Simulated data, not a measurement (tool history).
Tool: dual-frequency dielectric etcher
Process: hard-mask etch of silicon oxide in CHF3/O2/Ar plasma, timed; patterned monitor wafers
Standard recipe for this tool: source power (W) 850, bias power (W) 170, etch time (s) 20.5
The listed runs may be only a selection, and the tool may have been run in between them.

run   hour  source power (W)  bias power (W)  etch time (s)  read-back reference wafer on the same gauge, depth_nm  mean etch depth across the wafer (angstrom)
  1      0               850             170           20.5                                                   46.9                                        421.4
  2     45               850             170           20.5                                                  46.91                                        421.4
  3   70.6               850             170           20.5                                                  46.91                                        421.4
  4   95.5               990             170           20.5                                                  46.89                                        435.3
     138.1  -- wet clean of the chamber
  5  150.8               990             170           20.5                                                  46.91                                        443.4
  6  198.7               850             148           20.5                                                  46.91                                        409.3
  7  233.2               850             170           20.5                                                  46.91                                        424.8
     270.5  -- upper electrode replaced
  8  287.4               850             170           20.5                                                  46.89                                          425
       313  -- gauge calibrated
  9  332.9               850             170           20.5                                                  46.89                                        424.5
     376.3  -- source power generator calibrated
 10  404.5               950             208             17                                                   46.9                                          385
 11  475.5              1060             185             15                                                   46.9                                        333.4
 12    529               850             196             26                                                  46.89                                        558.1
 13  579.3               940             134           16.5                                                   46.9                                        321.4
     650.1  -- wet clean of the chamber
     709.9  -- bias power generator calibrated
 14  724.1               910             193           15.5                                                  46.89                                        336.7
 15  779.2              1000             170             16                                                  46.89                                        341.7
 16  833.9               730             170           20.5                                                   46.9                                        405.9
 17  901.4               850             170           20.5                                                   46.9                                        419.6

A few steps of mean etch depth across the wafer (angstrom) between consecutive runs. Split each: what settings, incoming material and random variation would produce without the hidden state, and what is left over for the hidden state, along with gauge scatter present in only one of the two compared results (measured, and without hidden state):
The hidden state here: etch rate over this chamber's usual, %; source power that arrives over what is set, %; bias power that arrives over what is set, %; gauge reads high (%).
Run 4 -> 5: wet clean of the chamber. mean etch depth across the wafer (angstrom) +8.1: hidden state +7.4, all else +0.7.
Run 12 -> 13: source power (W) 850 -> 940, bias power (W) 196 -> 134, etch time (s) 26 -> 16.5. mean etch depth across the wafer (angstrom) -236.7: hidden state -0.1, all else -236.6.

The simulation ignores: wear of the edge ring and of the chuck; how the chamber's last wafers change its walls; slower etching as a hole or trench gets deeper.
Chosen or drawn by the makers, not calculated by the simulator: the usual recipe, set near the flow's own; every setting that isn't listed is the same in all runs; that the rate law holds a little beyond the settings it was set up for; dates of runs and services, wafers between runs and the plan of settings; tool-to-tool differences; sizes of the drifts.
